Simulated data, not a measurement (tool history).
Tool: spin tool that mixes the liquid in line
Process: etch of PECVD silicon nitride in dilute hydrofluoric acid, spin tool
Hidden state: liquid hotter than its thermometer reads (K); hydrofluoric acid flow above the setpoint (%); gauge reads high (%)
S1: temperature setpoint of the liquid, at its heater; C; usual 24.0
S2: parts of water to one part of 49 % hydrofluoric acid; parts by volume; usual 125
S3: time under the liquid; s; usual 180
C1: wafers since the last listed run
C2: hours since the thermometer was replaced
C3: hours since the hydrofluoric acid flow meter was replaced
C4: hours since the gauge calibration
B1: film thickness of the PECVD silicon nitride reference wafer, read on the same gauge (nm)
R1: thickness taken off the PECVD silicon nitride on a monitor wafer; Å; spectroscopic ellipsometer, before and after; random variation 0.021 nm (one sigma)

run,hour,S1,S2,S3,C1,C2,C3,C4,B1,R1
1,0.0,24.0,155,225,0,3111.8,2228.3,20.7,39.982,33.37
2,12.5,26.5,100,180,77,3124.3,2240.8,33.2,39.994,49.39
3,49.8,24.0,125,180,232,3161.6,2278.1,70.5,39.990,33.64
4,66.4,24.0,125,180,103,3178.2,2294.7,87.1,39.994,33.67
5,77.3,24.0,125,180,67,3189.1,2305.6,98.0,40.018,33.17
6,94.5,24.0,150,180,107,3206.3,2322.8,115.2,39.998,28.24
# hour 123.1: hydrofluoric acid flow meter replaced
7,133.4,24.0,150,180,235,3245.2,10.3,154.1,40.009,27.67
8,145.3,22.0,125,260,74,3257.1,22.2,166.0,40.004,42.84
9,154.5,22.0,125,260,57,3266.3,31.4,175.2,40.009,42.55
10,164.7,21.0,125,245,63,3276.5,41.6,185.4,40.007,37.37
11,182.0,26.5,125,180,107,3293.8,58.9,202.7,40.009,39.45
12,196.0,26.5,125,180,87,3307.8,72.9,216.7,39.990,39.45
13,208.2,26.5,125,180,75,3320.0,85.1,228.9,39.998,39.50
14,223.0,24.0,125,180,92,3334.8,99.9,243.7,39.996,33.53
15,231.6,24.0,125,180,53,3343.4,108.5,252.3,39.982,33.50
# hour 236.5: gauge calibrated
16,248.1,27.5,105,240,102,3359.9,125.0,11.6,40.010,66.76
# hour 253.1: thermometer replaced
17,264.6,20.0,65,270,96,11.5,141.5,28.1,39.997,61.75
18,276.4,24.0,125,225,73,23.3,153.3,39.9,39.994,35.60
19,287.0,24.0,125,180,65,33.9,163.9,50.5,40.001,28.19
20,297.0,24.0,125,180,62,43.9,173.9,60.5,39.995,28.63
21,304.6,21.0,125,265,47,51.5,181.5,68.1,39.986,34.35
22,315.6,24.0,125,265,68,62.5,192.5,79.1,39.992,42.19
23,325.6,24.0,125,70,62,72.5,202.5,89.1,39.988,11.22
24,336.9,19.5,165,180,70,83.8,213.8,100.4,40.023,16.05
25,351.8,20.5,125,105,92,98.7,228.7,115.3,39.999,13.07
26,366.2,27.0,125,180,89,113.1,243.1,129.7,40.000,34.57
27,379.2,24.0,125,180,80,126.1,256.1,142.7,40.022,29.12
28,391.3,24.0,155,180,75,138.2,268.2,154.8,40.004,23.14
29,405.9,24.0,180,120,90,152.8,282.8,169.4,40.022,13.29
30,415.5,24.0,125,280,59,162.4,292.4,179.0,39.992,44.59
31,431.2,19.5,110,150,97,178.1,308.1,194.7,40.006,20.40
32,437.3,24.0,125,210,37,184.2,314.2,200.8,39.994,34.01
33,449.8,24.0,125,180,77,196.7,326.7,213.3,39.979,28.70

4 ways to go on from here, each from the tool as it stands after run 33. What would each give?
A,450.3,24.0,165,180,3,197.2,327.2,213.8,?,?
B,450.3,24.0,125,145,3,197.2,327.2,213.8,?,?
C,450.3,24.0,125,290,3,197.2,327.2,213.8,?,?
D,450.3,24.0,125,220,3,197.2,327.2,213.8,?,?

run,B1,R1
A,40.000,21.99
B,40.000,23.33
C,40.000,46.65
D,40.000,35.39
Without the tool's hidden state the same runs would have given:
run,R1
A,21.11
B,22.38
C,44.75
D,33.95
